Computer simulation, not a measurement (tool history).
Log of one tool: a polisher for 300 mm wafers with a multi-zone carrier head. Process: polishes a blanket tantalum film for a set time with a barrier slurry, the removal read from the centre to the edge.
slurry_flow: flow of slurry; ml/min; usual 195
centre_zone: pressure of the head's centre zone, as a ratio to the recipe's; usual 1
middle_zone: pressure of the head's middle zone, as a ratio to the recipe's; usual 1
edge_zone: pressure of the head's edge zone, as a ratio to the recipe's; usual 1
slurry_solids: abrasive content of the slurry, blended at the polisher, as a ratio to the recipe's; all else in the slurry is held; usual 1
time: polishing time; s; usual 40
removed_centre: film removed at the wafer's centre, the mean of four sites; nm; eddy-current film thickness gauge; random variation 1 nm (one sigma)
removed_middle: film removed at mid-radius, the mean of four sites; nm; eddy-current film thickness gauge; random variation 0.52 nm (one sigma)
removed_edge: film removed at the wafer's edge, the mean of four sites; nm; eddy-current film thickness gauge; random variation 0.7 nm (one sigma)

| run | hour | slurry_flow | centre_zone | middle_zone | edge_zone | slurry_solids | time | incoming thickness of the incoming film, nm | removed_centre | removed_middle | removed_edge |
|---|---|---|---|---|---|---|---|---|---|---|---|
| 1 | 0 | 195 | 1 | 1 | 1 | 1 | 40 | 333.4 | 63 | 61.2 | 62.3 |
|  | 17.3 | worn pad replaced by a new one |
| 2 | 47.2 | 195 | 1 | 1 | 1 | 1.2 | 40 | 327.2 | 66.7 | 66.6 | 66.8 |
| 3 | 71.2 | 195 | 1 | 1 | 1 | 1.2 | 40 | 331.8 | 64.8 | 64.9 | 64.4 |
| 4 | 95.4 | 195 | 1 | 1 | 1 | 1.2 | 40 | 327.2 | 62.9 | 63.5 | 64 |
| 5 | 141.7 | 195 | 1 | 1 | 1 | 1 | 40 | 334.9 | 58.7 | 60.2 | 60.3 |
|  | 148.7 | worn pad replaced by a new one |
| 6 | 179.9 | 195 | 1 | 1 | 1 | 1 | 40 | 331.9 | 64.5 | 64 | 65.1 |
| 7 | 224.4 | 195 | 1 | 1 | 1 | 1 | 33 | 329.8 | 51.7 | 50.9 | 50.8 |
|  | 260.5 | slurry nozzle cleaned |
| 8 | 268.6 | 195 | 1 | 1 | 1 | 1 | 33 | 329.8 | 48.7 | 49.7 | 50.3 |
|  | 299.4 | worn pad replaced by a new one |
| 9 | 312.9 | 135 | 1 | 1 | 1.11 | 1 | 40 | 328.1 | 63.2 | 62.6 | 67.9 |
|  | 349.5 | edge zone pressure recalibrated |
| 10 | 363.2 | 255 | 1 | 0.94 | 1.07 | 1 | 40 | 328.6 | 65.2 | 62.7 | 68.4 |
|  | 423.6 | worn pad replaced by a new one |
| 11 | 424.1 | 195 | 0.93 | 1 | 1 | 1 | 40 | 334.1 | 63.3 | 68.5 | 68.1 |
|  | 465.6 | centre zone pressure recalibrated |
| 12 | 487 | 195 | 1.04 | 1 | 1.05 | 1.15 | 40 | 328.2 | 67 | 63.9 | 64.8 |
|  | 499.6 | carrier head's membrane replaced by a new one |
| 13 | 536.7 | 195 | 1 | 1.07 | 1 | 1 | 33 | 336.5 | 49.6 | 53.3 | 50.4 |
|  | 545.7 | worn pad replaced by a new one |
| 14 | 577.3 | 225 | 1 | 1 | 1.04 | 1 | 40 | 334.4 | 67.4 | 66.1 | 67.1 |
| 15 | 606.6 | 195 | 1.06 | 0.91 | 1 | 0.8 | 35 | 332.3 | 53 | 47.5 | 52.3 |
| 16 | 652.7 | 195 | 1 | 1 | 1 | 1 | 40 | 325.7 | 59.7 | 61 | 60.5 |
|  | 680.5 | worn pad replaced by a new one |
| 17 | 681 | 195 | 1 | 1 | 1 | 1 | 40 | 324.5 | 70.6 | 69.5 | 69.8 |

3 ways to go on from here, each from the tool as it stands after run 17. What would each give?
| A | 681.4 | 195 | 1 | 1 | 1 | 1 | 40 | 325.2 | ? | ? | ? |
| B | 681.4 | 195 | 1 | 1 | 1.09 | 0.85 | 31 | 325.2 | ? | ? | ? |
| C | 681.4 | 195 | 1 | 1.1 | 1 | 1 | 31 | 325.2 | ? | ? | ? |

| run | removed_centre | removed_middle | removed_edge |
|---|---|---|---|
| A | 68.4 | 68.7 | 69.8 |
| B | 50.6 | 50.9 | 54 |
| C | 53 | 57.7 | 54 |
Without the tool's hidden state the same runs would have given:
| run | removed_centre | removed_middle | removed_edge |
|---|---|---|---|
| A | 68.8 | 69.1 | 70.2 |
| B | 50.9 | 51.2 | 54.3 |
| C | 53.3 | 58.1 | 54.3 |
